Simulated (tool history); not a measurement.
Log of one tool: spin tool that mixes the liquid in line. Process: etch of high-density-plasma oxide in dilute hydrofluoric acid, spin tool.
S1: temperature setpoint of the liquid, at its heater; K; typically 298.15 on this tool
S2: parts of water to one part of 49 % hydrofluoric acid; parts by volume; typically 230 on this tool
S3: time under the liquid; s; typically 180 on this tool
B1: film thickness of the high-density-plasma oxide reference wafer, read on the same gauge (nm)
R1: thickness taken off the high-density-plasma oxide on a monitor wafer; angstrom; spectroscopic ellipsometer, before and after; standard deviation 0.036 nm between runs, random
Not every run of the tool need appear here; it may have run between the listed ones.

Run 1, hour 0.0: usual settings but S3 95 s; B1 30.02. Result: R1 44.8 angstrom.
Run 2, hour 42.7: usual settings but S3 95 s; B1 30.03. Result: R1 44.6 angstrom.
Run 3, hour 127.8: usual settings; B1 29.98. Result: R1 85.0 angstrom.
Run 4, hour 232.6: usual settings but S2 320 parts by volume, S3 265 s; B1 30.01. Result: R1 81.6 angstrom.
Run 5, hour 320.0: usual settings; B1 30.01. Result: R1 84.5 angstrom.
At hour 395.5: thermometer replaced.
Run 6, hour 418.5: usual settings; B1 29.95. Result: R1 87.5 angstrom.
Run 7, hour 461.2: usual settings; B1 30.00. Result: R1 87.6 angstrom.
Run 8, hour 590.1: usual settings; B1 30.01. Result: R1 88.3 angstrom.
Run 9, hour 695.0: usual settings; B1 29.97. Result: R1 87.4 angstrom.
At hour 722.6: gauge calibrated.
Run 10, hour 768.8: usual settings; B1 29.97. Result: R1 88.0 angstrom.
At hour 811.2: hydrofluoric acid flow meter replaced.
Run 11, hour 832.8: usual settings; B1 30.02. Result: R1 82.8 angstrom.
Run 12, hour 903.6: usual settings; B1 30.03. Result: R1 83.0 angstrom.
Run 13, hour 959.7: usual settings but S1 301.15 K, S2 140 parts by volume; B1 30.01. Result: R1 167.9 angstrom.
Run 14, hour 1004.0: usual settings but S1 295.15 K, S2 305 parts by volume, S3 230 s; B1 29.99. Result: R1 66.7 angstrom.
Run 15, hour 1056.1: usual settings; B1 30.02. Result: R1 83.6 angstrom.
Run 16, hour 1136.0: usual settings but S2 345 parts by volume; B1 29.99. Result: R1 49.8 angstrom.
At hour 1155.3: thermometer replaced.
Run 17, hour 1202.1: usual settings; B1 29.96. Result: R1 86.4 angstrom.
Run 18, hour 1261.8: usual settings; B1 30.03. Result: R1 86.6 angstrom.
Run 19, hour 1313.2: usual settings but S1 295.65 K, S2 265 parts by volume, S3 145 s; B1 30.01. Result: R1 53.0 angstrom.
Run 20, hour 1361.7: usual settings but S1 296.15 K; B1 30.04. Result: R1 80.8 angstrom.
Run 21, hour 1413.1: usual settings but S3 215 s; B1 29.98. Result: R1 103.7 angstrom.
Run 22, hour 1457.1: usual settings but S1 301.15 K, S2 165 parts by volume, S3 285 s; B1 30.02. Result: R1 226.6 angstrom.
Run 23, hour 1528.8: usual settings but S1 293.65 K; B1 29.99. Result: R1 73.1 angstrom.
Run 24, hour 1572.0: usual settings but S1 294.15 K, S2 145 parts by volume; B1 29.99. Result: R1 127.5 angstrom.
Run 25, hour 1621.4: usual settings but S1 302.65 K; B1 30.01. Result: R1 101.7 angstrom.

5 ways to go on from here, each from the tool as it stands after run 25. What would each give?
Run A, hour 1621.9: usual settings; B1 ?. Result: R1 ?.
Run B, hour 1621.9: usual settings but S1 299.65 K, S2 190 parts by volume, S3 70 s; B1 ?. Result: R1 ?.
Run C, hour 1621.9: usual settings but S1 293.65 K, S2 310 parts by volume, S3 225 s; B1 ?. Result: R1 ?.
Run D, hour 1621.9: usual settings but S1 301.65 K, S2 180 parts by volume, S3 215 s; B1 ?. Result: R1 ?.
Run E, hour 1621.9: usual settings but S2 185 parts by volume, S3 215 s; B1 ?. Result: R1 ?.

run     B1     R1
  A  30.00   87.1
  B  30.00   45.2
  C  30.00   63.7
  D  30.00  159.4
  E  30.00  135.6
With the hidden condition removed and each run's random variation left untouched, the same runs would have given:
run     R1
  A   85.5
  B   44.4
  C   62.4
  D  156.6
  E  133.4
